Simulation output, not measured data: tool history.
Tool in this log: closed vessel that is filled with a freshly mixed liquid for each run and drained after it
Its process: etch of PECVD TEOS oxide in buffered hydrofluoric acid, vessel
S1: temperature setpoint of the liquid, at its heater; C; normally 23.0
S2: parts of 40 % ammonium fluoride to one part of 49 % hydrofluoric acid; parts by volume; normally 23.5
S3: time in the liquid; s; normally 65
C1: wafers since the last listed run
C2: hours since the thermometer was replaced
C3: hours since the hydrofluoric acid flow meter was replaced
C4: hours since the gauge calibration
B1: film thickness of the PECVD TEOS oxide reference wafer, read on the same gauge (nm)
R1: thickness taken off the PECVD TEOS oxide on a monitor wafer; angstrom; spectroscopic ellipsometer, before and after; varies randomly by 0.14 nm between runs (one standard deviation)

| run | hour | S1 | S2 | S3 | C1 | C2 | C3 | C4 | B1 | R1 |
|---|---|---|---|---|---|---|---|---|---|---|
| 1 | 0.0 | 23.0 | 23.5 | 65 | 0 | 1686.5 | 144.4 | 342.8 | 29.98 | 336.2 |
| 2 | 22.0 | 23.0 | 23.5 | 65 | 1670 | 1708.5 | 166.4 | 364.8 | 30.02 | 331.4 |
|  | 32.4 | gauge calibrated |
| 3 | 48.8 | 23.0 | 23.5 | 45 | 2034 | 1735.3 | 193.2 | 16.4 | 29.97 | 230.1 |
| 4 | 81.8 | 23.0 | 23.5 | 45 | 2505 | 1768.3 | 226.2 | 49.4 | 29.96 | 230.5 |
| 5 | 98.8 | 23.0 | 23.5 | 65 | 1290 | 1785.3 | 243.2 | 66.4 | 30.01 | 330.9 |
| 6 | 112.9 | 23.0 | 23.5 | 65 | 1070 | 1799.4 | 257.3 | 80.5 | 29.96 | 329.7 |
| 7 | 142.2 | 23.0 | 29.5 | 65 | 2224 | 1828.7 | 286.6 | 109.8 | 30.00 | 278.5 |
| 8 | 160.5 | 23.0 | 18.5 | 65 | 1389 | 1847.0 | 304.9 | 128.1 | 30.00 | 391.5 |
| 9 | 192.0 | 23.0 | 18.5 | 65 | 2391 | 1878.5 | 336.4 | 159.6 | 30.01 | 387.4 |
| 10 | 206.3 | 23.0 | 18.5 | 65 | 1085 | 1892.8 | 350.7 | 173.9 | 29.98 | 390.1 |
| 11 | 237.3 | 23.0 | 28.0 | 65 | 2353 | 1923.8 | 381.7 | 204.9 | 30.00 | 287.8 |
| 12 | 284.4 | 20.0 | 19.0 | 80 | 3575 | 1970.9 | 428.8 | 252.0 | 30.02 | 389.1 |
|  | 287.2 | thermometer replaced |
| 13 | 316.4 | 23.0 | 23.5 | 105 | 2353 | 29.2 | 460.8 | 284.0 | 30.00 | 524.3 |
| 14 | 334.5 | 27.0 | 30.0 | 80 | 1374 | 47.3 | 478.9 | 302.1 | 29.99 | 411.8 |
|  | 346.1 | gauge calibrated |
|  | 365.1 | hydrofluoric acid flow meter replaced |
| 15 | 365.6 | 23.0 | 23.5 | 65 | 2285 | 78.4 | 0.5 | 19.5 | 30.00 | 341.7 |
| 16 | 390.5 | 18.5 | 23.5 | 35 | 1890 | 103.3 | 25.4 | 44.4 | 30.02 | 142.7 |
| 17 | 410.5 | 26.0 | 29.0 | 80 | 1518 | 123.3 | 45.4 | 64.4 | 30.02 | 426.0 |
| 18 | 435.1 | 23.0 | 26.0 | 65 | 1867 | 147.9 | 70.0 | 89.0 | 30.01 | 315.8 |
| 19 | 500.6 | 18.5 | 30.0 | 65 | 4972 | 213.4 | 135.5 | 154.5 | 29.96 | 220.0 |
| 20 | 514.3 | 23.0 | 23.5 | 65 | 1040 | 227.1 | 149.2 | 168.2 | 30.00 | 334.7 |

Forecast each of these 3 alternatives for the next run:
| A | 515.0 | 23.0 | 23.5 | 65 | 53 | 227.8 | 149.9 | 168.9 | ? | ? |
| B | 515.0 | 23.0 | 21.0 | 100 | 53 | 227.8 | 149.9 | 168.9 | ? | ? |
| C | 515.0 | 26.5 | 23.5 | 65 | 53 | 227.8 | 149.9 | 168.9 | ? | ? |

| run | B1 | R1 |
|---|---|---|
| A | 30.00 | 335.7 |
| B | 30.00 | 558.2 |
| C | 30.00 | 406.5 |
Without the tool's unlogged condition, the same runs would have read:
| run | R1 |
|---|---|
| A | 342.1 |
| B | 568.7 |
| C | 414.1 |
